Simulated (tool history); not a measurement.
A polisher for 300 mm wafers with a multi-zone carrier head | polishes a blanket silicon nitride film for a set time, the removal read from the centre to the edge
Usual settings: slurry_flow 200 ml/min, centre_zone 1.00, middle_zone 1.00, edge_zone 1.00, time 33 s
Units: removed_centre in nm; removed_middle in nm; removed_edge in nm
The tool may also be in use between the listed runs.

run	day	slurry_flow	centre_zone	middle_zone	edge_zone	time	wafers since the last listed run	wafers polished on this pad	hours since the slurry nozzle was cleaned	hours since the centre zone pressure was calibrated	hours since the edge zone pressure was calibrated	hours since the carrier head's membrane was replaced	incoming thickness of the incoming film, nm	removed_centre	removed_middle	removed_edge
1	0.000	200	0.91	1.00	1.00	33	0	17	466.4	256.1	1155.1	850.6	540.9	59.6	64.5	60.8
2	0.521	200	0.91	1.00	1.00	33	160	177	478.9	268.6	1167.6	863.1	547.0	60.1	63.8	62.1
3	1.371	200	1.00	1.00	1.00	33	261	439	499.3	289.0	1188.0	883.5	538.8	65.6	61.1	61.5
# day 1.767: slurry nozzle cleaned
4	2.062	200	1.00	1.00	1.00	33	200	639	7.1	305.6	1204.6	900.1	537.4	64.7	61.7	61.1
# day 2.629: centre zone pressure recalibrated
5	3.546	200	1.00	1.00	1.00	33	431	1070	42.7	22.0	1240.2	935.7	532.3	61.6	61.2	61.1
6	4.183	200	1.00	1.05	1.00	33	196	1267	58.0	37.3	1255.5	951.0	534.9	61.6	63.7	60.0
7	4.988	200	1.00	1.00	1.00	33	247	1514	77.3	56.6	1274.8	970.3	538.8	62.2	61.2	59.9
# day 6.238: edge zone pressure recalibrated
8	6.333	200	0.91	1.00	0.92	33	388	1903	109.6	88.9	2.3	1002.6	541.5	55.9	59.3	56.7
9	7.242	140	1.00	1.00	1.06	33	279	2183	131.4	110.7	24.1	1024.4	547.5	56.0	54.5	57.6
# day 7.500: worn pad replaced by a new one
10	8.004	200	1.05	1.00	0.88	33	183	154	149.7	129.0	42.4	1042.7	541.8	68.3	63.8	59.4
11	8.904	200	0.92	0.90	1.00	33	277	431	171.3	150.6	64.0	1064.3	547.4	60.2	57.9	61.0
# day 11.062: carrier head's membrane replaced by a new one
12	12.662	175	1.11	1.00	1.00	33	1093	1525	261.5	240.8	154.2	38.4	537.4	69.0	60.5	57.9
# day 13.804: worn pad replaced by a new one
13	13.992	200	1.00	0.93	1.04	33	357	57	293.4	272.7	186.1	70.3	546.1	65.5	58.3	62.5
14	14.633	220	0.93	1.00	1.00	43	197	255	308.8	288.1	201.5	85.7	541.7	80.7	82.7	80.5
# day 15.700: centre zone pressure recalibrated
15	15.800	235	1.00	1.00	0.93	33	333	589	336.8	2.4	229.5	113.7	545.3	64.3	62.3	59.4
16	16.804	180	1.00	1.10	1.00	33	309	898	360.9	26.5	253.6	137.8	541.6	60.5	63.9	60.9
17	18.012	200	1.00	1.00	1.00	33	372	1270	389.9	55.5	282.6	166.8	542.4	62.0	61.5	59.0
18	18.671	200	1.10	1.00	1.00	33	202	1473	405.7	71.3	298.4	182.6	545.9	68.0	60.6	58.8
19	19.529	200	1.00	1.00	1.07	23	264	1737	426.3	91.9	319.0	203.2	537.1	43.2	43.2	42.6
# day 20.575: worn pad replaced by a new one
20	20.812	150	1.06	0.95	1.05	33	343	73	457.1	122.7	349.8	234.0	533.6	64.5	57.2	60.1
21	22.225	200	1.00	1.00	1.00	33	434	508	491.0	156.6	383.7	267.9	535.3	64.9	62.3	61.0
# day 22.612: slurry nozzle cleaned
22	22.762	200	1.00	1.00	1.00	33	152	661	3.6	169.5	396.6	280.8	538.4	64.1	62.1	60.9

4 ways to go on from here, each from the tool as it stands after run 22. What would each give?
A	22.779	200	1.00	1.00	1.00	33	5	666	4.0	169.9	397.0	281.2	545.2	?	?	?
B	22.779	220	1.07	1.00	1.04	39	5	666	4.0	169.9	397.0	281.2	545.2	?	?	?
C	22.779	200	0.92	1.00	1.00	33	5	666	4.0	169.9	397.0	281.2	545.2	?	?	?
D	22.779	200	1.00	1.04	1.00	33	5	666	4.0	169.9	397.0	281.2	545.2	?	?	?

run	removed_centre	removed_middle	removed_edge
A	64.6	61.7	61.1
B	83.1	74.0	74.3
C	59.4	61.8	61.1
D	64.6	63.8	61.0
Without the tool's hidden state the same runs would have given:
run	removed_centre	removed_middle	removed_edge
A	64.1	62.9	62.2
B	82.4	75.4	75.8
C	58.9	62.9	62.2
D	64.1	65.0	62.2

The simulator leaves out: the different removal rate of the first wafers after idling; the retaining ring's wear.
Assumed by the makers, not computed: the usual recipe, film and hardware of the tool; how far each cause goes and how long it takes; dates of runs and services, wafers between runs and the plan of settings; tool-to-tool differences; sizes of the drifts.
